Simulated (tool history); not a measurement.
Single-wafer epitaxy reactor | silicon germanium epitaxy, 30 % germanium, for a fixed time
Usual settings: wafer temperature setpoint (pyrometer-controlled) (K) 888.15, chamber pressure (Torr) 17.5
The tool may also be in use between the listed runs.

| run | hour | wafer temperature setpoint (pyrometer-controlled) (K) | chamber pressure (Torr) | wafers since the last listed run | hours since the last pyrometer calibration | hours since the last manometer calibration | hours since the showerhead was replaced | hours since the gauge calibration | read-back reference wafer on the same gauge, thickness_nm | mean film thickness on the monitor wafer (angstrom) |
|---|---|---|---|---|---|---|---|---|---|---|
| 1 | 0.0 | 888.15 | 19.7 | 0 | 636.6 | 1151.2 | 7301.8 | 258.2 | 81.815 | 763.70 |
| 2 | 16.8 | 888.15 | 19.7 | 306 | 653.4 | 1168.0 | 7318.6 | 275.0 | 81.772 | 762.05 |
|  | 73.6 | gauge calibrated |
| 3 | 117.6 | 888.15 | 19.7 | 1839 | 754.2 | 1268.8 | 7419.4 | 44.0 | 81.808 | 761.50 |
| 4 | 151.2 | 888.15 | 20.9 | 613 | 787.8 | 1302.4 | 7453.0 | 77.6 | 81.817 | 776.76 |
| 5 | 180.7 | 888.15 | 17.5 | 538 | 817.3 | 1331.9 | 7482.5 | 107.1 | 81.835 | 722.01 |
| 6 | 202.6 | 888.15 | 17.5 | 399 | 839.2 | 1353.8 | 7504.4 | 129.0 | 81.813 | 725.21 |
| 7 | 234.9 | 888.15 | 17.5 | 589 | 871.5 | 1386.1 | 7536.7 | 161.3 | 81.810 | 722.48 |
| 8 | 270.8 | 888.15 | 17.5 | 655 | 907.4 | 1422.0 | 7572.6 | 197.2 | 81.761 | 723.44 |
| 9 | 284.9 | 888.15 | 17.5 | 257 | 921.5 | 1436.1 | 7586.7 | 211.3 | 81.792 | 722.92 |
|  | 316.9 | capacitance manometer re-zeroed and calibrated |
| 10 | 317.7 | 895.15 | 17.5 | 452 | 954.3 | 0.8 | 7619.5 | 244.1 | 81.774 | 846.27 |
| 11 | 332.5 | 895.15 | 17.5 | 270 | 969.1 | 15.6 | 7634.3 | 258.9 | 81.772 | 844.77 |
|  | 357.2 | showerhead replaced |
| 12 | 357.7 | 891.15 | 17.5 | 313 | 994.3 | 40.8 | 0.5 | 284.1 | 81.804 | 787.26 |
| 13 | 383.2 | 880.15 | 16.0 | 465 | 1019.8 | 66.3 | 26.0 | 309.6 | 81.779 | 619.50 |
|  | 403.2 | pyrometer calibrated |
| 14 | 418.4 | 873.15 | 17.5 | 496 | 15.2 | 101.5 | 61.2 | 344.8 | 81.796 | 565.57 |
| 15 | 436.8 | 881.15 | 20.0 | 335 | 33.6 | 119.9 | 79.6 | 363.2 | 81.812 | 691.01 |
|  | 450.4 | gauge calibrated |
| 16 | 465.3 | 897.15 | 13.6 | 520 | 62.1 | 148.4 | 108.1 | 14.9 | 81.769 | 787.34 |
| 17 | 481.4 | 900.15 | 14.6 | 293 | 78.2 | 164.5 | 124.2 | 31.0 | 81.796 | 853.94 |
| 18 | 515.5 | 888.15 | 17.5 | 622 | 112.3 | 198.6 | 158.3 | 65.1 | 81.820 | 743.83 |
| 19 | 539.7 | 888.15 | 17.5 | 441 | 136.5 | 222.8 | 182.5 | 89.3 | 81.829 | 741.12 |
| 20 | 555.4 | 882.15 | 19.9 | 286 | 152.2 | 238.5 | 198.2 | 105.0 | 81.807 | 703.26 |
| 21 | 577.8 | 888.15 | 17.5 | 408 | 174.6 | 260.9 | 220.6 | 127.4 | 81.799 | 743.24 |
| 22 | 596.5 | 874.15 | 21.0 | 341 | 193.3 | 279.6 | 239.3 | 146.1 | 81.861 | 616.41 |
| 23 | 629.3 | 881.15 | 19.9 | 598 | 226.1 | 312.4 | 272.1 | 178.9 | 81.806 | 683.16 |
| 24 | 645.3 | 888.15 | 17.5 | 291 | 242.1 | 328.4 | 288.1 | 194.9 | 81.795 | 737.00 |

The same runs without the tool's hidden state, with the same run-to-run variation:
The hidden state here: wafer temperature above the value expected at the setpoint (K); true pressure above the setpoint (%); gauge reads high (%).
| run | mean film thickness on the monitor wafer (angstrom) |
|---|---|
| 1 | 782.74 |
| 2 | 781.34 |
| 3 | 782.57 |
| 4 | 798.86 |
| 5 | 743.06 |
| 6 | 746.72 |
| 7 | 744.46 |
| 8 | 746.07 |
| 9 | 745.78 |
| 10 | 845.68 |
| 11 | 844.44 |
| 12 | 787.38 |
| 13 | 619.93 |
| 14 | 566.39 |
| 15 | 692.28 |
| 16 | 789.27 |
| 17 | 856.32 |
| 18 | 746.46 |
| 19 | 744.12 |
| 20 | 706.35 |
| 21 | 746.86 |
| 22 | 619.67 |
| 23 | 687.25 |
| 24 | 741.67 |

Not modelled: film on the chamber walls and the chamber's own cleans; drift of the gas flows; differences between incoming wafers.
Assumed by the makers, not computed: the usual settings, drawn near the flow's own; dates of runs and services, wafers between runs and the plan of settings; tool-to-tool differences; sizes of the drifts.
